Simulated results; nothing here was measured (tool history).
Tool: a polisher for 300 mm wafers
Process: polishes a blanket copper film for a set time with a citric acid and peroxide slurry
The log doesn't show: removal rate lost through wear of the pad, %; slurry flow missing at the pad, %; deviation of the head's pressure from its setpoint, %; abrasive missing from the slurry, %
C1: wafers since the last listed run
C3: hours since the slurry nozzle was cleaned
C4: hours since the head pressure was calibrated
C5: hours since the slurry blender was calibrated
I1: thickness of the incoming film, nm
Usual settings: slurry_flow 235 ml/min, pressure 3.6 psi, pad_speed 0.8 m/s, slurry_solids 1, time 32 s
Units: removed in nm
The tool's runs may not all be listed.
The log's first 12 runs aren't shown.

{"run": 13, "hour": 172.3, "slurry_flow": 235, "pressure": 3.6, "pad_speed": 0.8, "slurry_solids": 1, "time": 32, "C1": 238, "wafers polished on this pad": 431, "C3": 364.4, "C4": 1059.9, "C5": 54.5, "I1": 782.8, "removed": 57.6}
{"run": 14, "hour": 178.8, "slurry_flow": 235, "pressure": 3.3, "pad_speed": 0.8, "slurry_solids": 1, "time": 32, "C1": 94, "wafers polished on this pad": 525, "C3": 370.9, "C4": 1066.4, "C5": 61, "I1": 770.5, "removed": 52.3}
{"run": 15, "hour": 185.9, "slurry_flow": 175, "pressure": 3.6, "pad_speed": 0.94, "slurry_solids": 1, "time": 32, "C1": 102, "wafers polished on this pad": 628, "C3": 378, "C4": 1073.5, "C5": 68.1, "I1": 763.1, "removed": 64.1}
{"run": 16, "hour": 198.8, "slurry_flow": 235, "pressure": 3.6, "pad_speed": 0.8, "slurry_solids": 1, "time": 32, "C1": 186, "wafers polished on this pad": 815, "C3": 390.9, "C4": 1086.4, "C5": 81, "I1": 762.6, "removed": 60}
{"run": 17, "hour": 215.2, "slurry_flow": 235, "pressure": 4.2, "pad_speed": 0.8, "slurry_solids": 1, "time": 32, "C1": 237, "wafers polished on this pad": 1052, "C3": 407.3, "C4": 1102.8, "C5": 97.4, "I1": 782.2, "removed": 65.5}
{"hour": 229.5, "done": "worn pad replaced by a new one"}
{"run": 18, "hour": 230.0, "slurry_flow": 235, "pressure": 3.6, "pad_speed": 0.8, "slurry_solids": 1, "time": 32, "C1": 156, "wafers polished on this pad": 6, "C3": 422.1, "C4": 1117.6, "C5": 112.2, "I1": 766.3, "removed": 57.4}
{"run": 19, "hour": 237.7, "slurry_flow": 300, "pressure": 4.3, "pad_speed": 0.9, "slurry_solids": 1, "time": 28, "C1": 111, "wafers polished on this pad": 118, "C3": 429.8, "C4": 1125.3, "C5": 119.9, "I1": 765.2, "removed": 67.7}
{"run": 20, "hour": 245.0, "slurry_flow": 235, "pressure": 2.4, "pad_speed": 0.92, "slurry_solids": 1, "time": 38, "C1": 105, "wafers polished on this pad": 224, "C3": 437.1, "C4": 1132.6, "C5": 127.2, "I1": 775.9, "removed": 51.7}
{"run": 21, "hour": 260.4, "slurry_flow": 235, "pressure": 3.6, "pad_speed": 0.8, "slurry_solids": 0.75, "time": 40, "C1": 222, "wafers polished on this pad": 447, "C3": 452.5, "C4": 1148, "C5": 142.6, "I1": 765.1, "removed": 67}
{"run": 22, "hour": 275.3, "slurry_flow": 235, "pressure": 4.2, "pad_speed": 0.8, "slurry_solids": 1, "time": 39, "C1": 215, "wafers polished on this pad": 662, "C3": 467.4, "C4": 1162.9, "C5": 157.5, "I1": 767.4, "removed": 80.8}
{"run": 23, "hour": 283.2, "slurry_flow": 235, "pressure": 3.6, "pad_speed": 0.8, "slurry_solids": 1, "time": 32, "C1": 114, "wafers polished on this pad": 777, "C3": 475.3, "C4": 1170.8, "C5": 165.4, "I1": 768.4, "removed": 56.5}
{"hour": 287.9, "done": "head pressure recalibrated"}
{"run": 24, "hour": 298.7, "slurry_flow": 235, "pressure": 3.6, "pad_speed": 0.8, "slurry_solids": 1, "time": 32, "C1": 195, "wafers polished on this pad": 972, "C3": 490.8, "C4": 10.8, "C5": 180.9, "I1": 765, "removed": 57.1}
{"hour": 300.2, "done": "slurry nozzle cleaned"}
{"hour": 308.5, "done": "worn pad replaced by a new one"}
{"run": 25, "hour": 314.0, "slurry_flow": 235, "pressure": 3.6, "pad_speed": 0.8, "slurry_solids": 1, "time": 32, "C1": 149, "wafers polished on this pad": 80, "C3": 13.8, "C4": 26.1, "C5": 196.2, "I1": 757.4, "removed": 59.7}
{"run": 26, "hour": 326.6, "slurry_flow": 235, "pressure": 4.2, "pad_speed": 0.8, "slurry_solids": 1, "time": 32, "C1": 182, "wafers polished on this pad": 262, "C3": 26.4, "C4": 38.7, "C5": 208.8, "I1": 760.5, "removed": 67}
{"run": 27, "hour": 333.4, "slurry_flow": 235, "pressure": 3.6, "pad_speed": 0.8, "slurry_solids": 1.1, "time": 32, "C1": 98, "wafers polished on this pad": 361, "C3": 33.2, "C4": 45.5, "C5": 215.6, "I1": 764.4, "removed": 59.1}
{"run": 28, "hour": 351.4, "slurry_flow": 285, "pressure": 3.6, "pad_speed": 0.8, "slurry_solids": 1, "time": 32, "C1": 260, "wafers polished on this pad": 621, "C3": 51.2, "C4": 63.5, "C5": 233.6, "I1": 765.4, "removed": 59.1}
{"run": 29, "hour": 368.0, "slurry_flow": 295, "pressure": 3.6, "pad_speed": 0.66, "slurry_solids": 1, "time": 28, "C1": 240, "wafers polished on this pad": 862, "C3": 67.8, "C4": 80.1, "C5": 250.2, "I1": 773.4, "removed": 45.2}
{"run": 30, "hour": 380.3, "slurry_flow": 175, "pressure": 3.6, "pad_speed": 0.8, "slurry_solids": 1, "time": 32, "C1": 178, "wafers polished on this pad": 1040, "C3": 80.1, "C4": 92.4, "C5": 262.5, "I1": 768.4, "removed": 57.1}
{"hour": 382.5, "done": "slurry blender recalibrated"}
{"hour": 391.7, "done": "worn pad replaced by a new one"}
{"run": 31, "hour": 397.6, "slurry_flow": 215, "pressure": 2.4, "pad_speed": 0.8, "slurry_solids": 1.15, "time": 23, "C1": 163, "wafers polished on this pad": 86, "C3": 97.4, "C4": 109.7, "C5": 15.1, "I1": 769.3, "removed": 29}

3 ways to go on from here, each from the tool as it stands after run 31. What would each give?
{"run": "A", "hour": 398.0, "slurry_flow": 235, "pressure": 3.6, "pad_speed": 1.04, "slurry_solids": 1, "time": 32, "C1": 5, "wafers polished on this pad": 91, "C3": 97.8, "C4": 110.1, "C5": 15.5, "I1": 762.4, "removed": "?"}
{"run": "B", "hour": 398.0, "slurry_flow": 180, "pressure": 3, "pad_speed": 0.8, "slurry_solids": 0.9, "time": 39, "C1": 5, "wafers polished on this pad": 91, "C3": 97.8, "C4": 110.1, "C5": 15.5, "I1": 762.4, "removed": "?"}
{"run": "C", "hour": 398.0, "slurry_flow": 235, "pressure": 3.6, "pad_speed": 1.02, "slurry_solids": 1, "time": 32, "C1": 5, "wafers polished on this pad": 91, "C3": 97.8, "C4": 110.1, "C5": 15.5, "I1": 762.4, "removed": "?"}

run=A removed=70.6
run=B removed=55.1
run=C removed=69.5
Without the tool's hidden state the same runs would have given:
run=A removed=70.6
run=B removed=55.1
run=C removed=69.5
